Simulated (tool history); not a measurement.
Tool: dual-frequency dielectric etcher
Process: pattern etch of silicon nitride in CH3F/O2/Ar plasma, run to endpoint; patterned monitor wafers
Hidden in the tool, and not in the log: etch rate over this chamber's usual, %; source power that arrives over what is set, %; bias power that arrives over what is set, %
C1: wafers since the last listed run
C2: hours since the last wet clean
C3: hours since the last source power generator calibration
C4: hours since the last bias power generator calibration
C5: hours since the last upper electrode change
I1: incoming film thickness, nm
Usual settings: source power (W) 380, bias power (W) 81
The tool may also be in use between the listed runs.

Run 1, hour 0.0: usual settings; C1 0; C2 83.0; C3 2085.0; C4 4800.9; C5 3894.1; I1 32.32. Result: endpoint time (s) 43.7.
Run 2, hour 17.2: usual settings; C1 229; C2 100.2; C3 2102.2; C4 4818.1; C5 3911.3; I1 32.36. Result: endpoint time (s) 44.1.
Run 3, hour 28.3: usual settings but bias power (W) 70; C1 148; C2 111.3; C3 2113.3; C4 4829.2; C5 3922.4; I1 32.25. Result: endpoint time (s) 46.7.
Run 4, hour 48.0: usual settings but bias power (W) 70; C1 263; C2 131.0; C3 2133.0; C4 4848.9; C5 3942.1; I1 32.72. Result: endpoint time (s) 46.8.
Run 5, hour 65.3: usual settings but bias power (W) 87; C1 230; C2 148.3; C3 2150.3; C4 4866.2; C5 3959.4; I1 32.59. Result: endpoint time (s) 42.3.
Run 6, hour 81.7: usual settings but bias power (W) 87; C1 218; C2 164.7; C3 2166.7; C4 4882.6; C5 3975.8; I1 32.49. Result: endpoint time (s) 42.8.
Run 7, hour 89.5: usual settings but bias power (W) 87; C1 104; C2 172.5; C3 2174.5; C4 4890.4; C5 3983.6; I1 32.12. Result: endpoint time (s) 41.8.
Run 8, hour 104.6: usual settings but source power (W) 360; C1 201; C2 187.6; C3 2189.6; C4 4905.5; C5 3998.7; I1 32.28. Result: endpoint time (s) 44.5.
Run 9, hour 116.6: usual settings; C1 160; C2 199.6; C3 2201.6; C4 4917.5; C5 4010.7; I1 32.24. Result: endpoint time (s) 44.0.
Run 10, hour 134.3: usual settings; C1 236; C2 217.3; C3 2219.3; C4 4935.2; C5 4028.4; I1 32.38. Result: endpoint time (s) 44.0.
Run 11, hour 152.0: usual settings; C1 236; C2 235.0; C3 2237.0; C4 4952.9; C5 4046.1; I1 32.78. Result: endpoint time (s) 45.1.
Run 12, hour 164.5: usual settings; C1 166; C2 247.5; C3 2249.5; C4 4965.4; C5 4058.6; I1 32.63. Result: endpoint time (s) 44.3.
Run 13, hour 172.6: usual settings; C1 108; C2 255.6; C3 2257.6; C4 4973.5; C5 4066.7; I1 32.27. Result: endpoint time (s) 44.4.
Run 14, hour 184.1: usual settings; C1 153; C2 267.1; C3 2269.1; C4 4985.0; C5 4078.2; I1 32.16. Result: endpoint time (s) 43.9.
Run 15, hour 191.6: usual settings but source power (W) 340; C1 100; C2 274.6; C3 2276.6; C4 4992.5; C5 4085.7; I1 32.37. Result: endpoint time (s) 46.4.
Run 16, hour 206.3: usual settings but source power (W) 320; C1 196; C2 289.3; C3 2291.3; C4 5007.2; C5 4100.4; I1 32.56. Result: endpoint time (s) 47.2.
At hour 234.1: upper electrode replaced, of another model than before.
Run 17, hour 234.6: usual settings; C1 57; C2 317.6; C3 2319.6; C4 5035.5; C5 0.5; I1 32.16. Result: endpoint time (s) 45.1.
Run 18, hour 234.9: usual settings; C1 4; C2 317.9; C3 2319.9; C4 5035.8; C5 0.8; I1 32.31. Result: endpoint time (s) 44.6.
Run 19, hour 271.7: usual settings but source power (W) 310, bias power (W) 74; C1 491; C2 354.7; C3 2356.7; C4 5072.6; C5 37.6; I1 32.46. Result: endpoint time (s) 50.0.
At hour 282.3: source power generator calibrated.
At hour 299.3: bias power generator calibrated.
Run 20, hour 306.6: usual settings; C1 359; C2 389.6; C3 24.3; C4 7.3; C5 72.5; I1 32.40. Result: endpoint time (s) 44.7.
Run 21, hour 320.8: usual settings but source power (W) 450, bias power (W) 90; C1 189; C2 403.8; C3 38.5; C4 21.5; C5 86.7; I1 32.03. Result: endpoint time (s) 40.1.
Run 22, hour 332.8: usual settings; C1 160; C2 415.8; C3 50.5; C4 33.5; C5 98.7; I1 32.25. Result: endpoint time (s) 45.8.
Run 23, hour 343.9: usual settings; C1 148; C2 426.9; C3 61.6; C4 44.6; C5 109.8; I1 32.20. Result: endpoint time (s) 44.4.
Run 24, hour 353.2: usual settings but source power (W) 320, bias power (W) 68; C1 124; C2 436.2; C3 70.9; C4 53.9; C5 119.1; I1 32.23. Result: endpoint time (s) 51.7.
Run 25, hour 377.4: usual settings; C1 323; C2 460.4; C3 95.1; C4 78.1; C5 143.3; I1 32.20. Result: endpoint time (s) 45.2.
At hour 407.3: wet clean of the chamber.
Run 26, hour 407.8: usual settings but source power (W) 440, bias power (W) 71; C1 85; C2 0.5; C3 125.5; C4 108.5; C5 173.7; I1 32.29. Result: endpoint time (s) 44.9.
Run 27, hour 411.7: usual settings but source power (W) 330, bias power (W) 63; C1 52; C2 4.4; C3 129.4; C4 112.4; C5 177.6; I1 32.07. Result: endpoint time (s) 51.5.
Run 28, hour 456.0: usual settings but source power (W) 440, bias power (W) 70; C1 591; C2 48.7; C3 173.7; C4 156.7; C5 221.9; I1 32.21. Result: endpoint time (s) 45.6.
Run 29, hour 470.1: usual settings; C1 188; C2 62.8; C3 187.8; C4 170.8; C5 236.0; I1 32.27. Result: endpoint time (s) 43.7.
Run 30, hour 485.8: usual settings but source power (W) 450, bias power (W) 95; C1 209; C2 78.5; C3 203.5; C4 186.5; C5 251.7; I1 32.08. Result: endpoint time (s) 38.1.
Run 31, hour 495.4: usual settings but bias power (W) 64; C1 128; C2 88.1; C3 213.1; C4 196.1; C5 261.3; I1 32.37. Result: endpoint time (s) 50.4.
Run 32, hour 503.8: usual settings but source power (W) 470; C1 112; C2 96.5; C3 221.5; C4 204.5; C5 269.7; I1 32.48. Result: endpoint time (s) 41.9.
Run 33, hour 521.0: usual settings but source power (W) 480; C1 229; C2 113.7; C3 238.7; C4 221.7; C5 286.9; I1 32.36. Result: endpoint time (s) 41.1.
Run 34, hour 539.0: usual settings but source power (W) 320, bias power (W) 73; C1 240; C2 131.7; C3 256.7; C4 239.7; C5 304.9; I1 31.70. Result: endpoint time (s) 48.4.
Run 35, hour 558.0: usual settings but source power (W) 330, bias power (W) 93; C1 253; C2 150.7; C3 275.7; C4 258.7; C5 323.9; I1 32.11. Result: endpoint time (s) 41.9.

The same runs without the tool's hidden state, with the same run-to-run variation:
run  endpoint time (s)
  1               43.4
  2               43.6
  3               46.1
  4               46.2
  5               41.6
  6               42.0
  7               41.1
  8               43.6
  9               43.0
 10               42.9
 11               43.9
 12               43.0
 13               43.1
 14               42.6
 15               45.0
 16               45.6
 17               43.4
 18               43.0
 19               47.9
 20               42.7
 21               38.2
 22               43.5
 23               42.2
 24               49.1
 25               42.8
 26               44.7
 27               51.2
 28               45.2
 29               43.1
 30               37.5
 31               49.6
 32               41.2
 33               40.4
 34               47.4
 35               40.9

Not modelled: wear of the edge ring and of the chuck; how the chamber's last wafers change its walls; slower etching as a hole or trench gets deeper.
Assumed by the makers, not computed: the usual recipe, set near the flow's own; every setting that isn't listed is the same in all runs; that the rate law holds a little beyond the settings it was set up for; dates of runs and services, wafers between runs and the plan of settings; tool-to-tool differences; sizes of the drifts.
